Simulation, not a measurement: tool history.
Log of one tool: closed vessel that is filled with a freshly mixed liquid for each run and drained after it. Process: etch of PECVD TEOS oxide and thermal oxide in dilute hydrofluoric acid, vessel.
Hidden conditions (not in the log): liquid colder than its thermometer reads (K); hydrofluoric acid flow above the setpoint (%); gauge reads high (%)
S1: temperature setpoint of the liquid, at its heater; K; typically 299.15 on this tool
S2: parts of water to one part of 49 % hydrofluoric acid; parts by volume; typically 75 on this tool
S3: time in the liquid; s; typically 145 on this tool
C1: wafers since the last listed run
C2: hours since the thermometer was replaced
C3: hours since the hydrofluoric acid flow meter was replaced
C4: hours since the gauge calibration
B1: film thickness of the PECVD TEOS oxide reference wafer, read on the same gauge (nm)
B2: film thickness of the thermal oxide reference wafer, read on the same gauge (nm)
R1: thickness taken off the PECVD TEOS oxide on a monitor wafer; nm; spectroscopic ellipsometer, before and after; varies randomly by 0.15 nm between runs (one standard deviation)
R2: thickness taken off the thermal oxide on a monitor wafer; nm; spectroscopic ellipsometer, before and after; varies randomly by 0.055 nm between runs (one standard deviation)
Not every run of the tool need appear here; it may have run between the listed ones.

run,hour,S1,S2,S3,C1,C2,C3,C4,B1,B2,R1,R2
1,0.0,299.15,75,145,0,2369.1,2015.4,173.9,120.00,140.02,25.39,11.20
2,34.4,299.15,75,145,4253,2403.5,2049.8,208.3,119.99,140.03,25.17,11.39
3,52.0,299.15,75,145,2176,2421.1,2067.4,225.9,120.00,140.00,25.12,11.28
4,81.7,299.15,75,145,3672,2450.8,2097.1,255.6,119.99,140.03,25.32,11.32
5,101.1,299.15,75,145,2398,2470.2,2116.5,275.0,119.99,139.98,25.30,11.37
# hour 117.5: hydrofluoric acid flow meter replaced
6,122.4,299.15,75,145,2510,2491.5,4.9,296.3,119.98,140.00,22.81,10.18
7,138.0,299.15,75,145,1929,2507.1,20.5,311.9,120.01,140.00,22.95,10.16
8,161.1,299.15,75,145,2856,2530.2,43.6,335.0,119.99,140.02,22.72,10.26
9,180.7,299.15,75,145,2423,2549.8,63.2,354.6,119.98,140.01,23.01,10.25
10,195.5,302.15,90,145,1830,2564.6,78.0,369.4,120.00,139.99,21.05,9.41
11,222.0,299.15,75,115,3276,2591.1,104.5,395.9,120.01,140.00,18.14,8.07
12,243.8,299.15,75,145,2695,2612.9,126.3,417.7,120.01,140.02,22.97,10.18
# hour 251.0: gauge calibrated
13,271.0,299.15,65,185,3363,2640.1,153.5,20.0,120.02,140.00,34.50,15.18
14,352.1,300.65,85,65,10028,2721.2,234.6,101.1,120.00,139.97,9.50,4.23
15,365.5,299.15,75,145,1656,2734.6,248.0,114.5,119.99,140.01,23.15,10.27
16,396.2,299.15,75,145,3796,2765.3,278.7,145.2,120.01,139.98,22.90,10.28
17,424.6,299.15,75,175,3511,2793.7,307.1,173.6,120.00,140.05,27.64,12.36
18,457.8,303.65,100,210,4105,2826.9,340.3,206.8,119.99,139.98,29.14,12.93
# hour 479.1: thermometer replaced
19,490.6,301.15,45,200,3932,11.5,373.1,239.6,120.00,140.02,65.49,29.15
20,545.8,299.15,110,85,6825,66.7,428.3,294.8,120.01,140.01,9.70,4.31
21,568.1,301.15,115,215,2757,89.0,450.6,317.1,120.00,140.04,25.13,11.31
22,581.6,301.65,75,145,1669,102.5,464.1,330.6,120.01,140.01,28.00,12.60
23,606.9,299.15,45,145,3128,127.8,489.4,355.9,120.02,140.01,44.25,19.59
24,627.4,299.15,75,145,2534,148.3,509.9,376.4,120.00,140.00,25.50,11.40
25,655.7,299.15,50,145,3499,176.6,538.2,404.7,120.01,140.01,38.90,17.71

Each row is a separate what-if for the run after 25, all from the same tool condition, not one after another. Results?
A,656.4,297.65,75,145,86,177.3,538.9,405.4,?,?,?,?
B,656.4,299.15,75,170,86,177.3,538.9,405.4,?,?,?,?
C,656.4,304.15,75,185,86,177.3,538.9,405.4,?,?,?,?
D,656.4,300.65,35,145,86,177.3,538.9,405.4,?,?,?,?
E,656.4,294.65,75,145,86,177.3,538.9,405.4,?,?,?,?

run,B1,B2,R1,R2
A,120.01,139.99,24.16,10.77
B,120.01,139.99,30.09,13.41
C,120.01,139.99,39.82,17.74
D,120.01,139.99,61.63,27.46
E,120.01,139.99,21.37,9.52
With no hidden state in the tool, these same runs would have given:
run,R1,R2
A,23.38,10.42
B,29.11,12.97
C,38.46,17.14
D,59.77,26.63
E,20.69,9.22
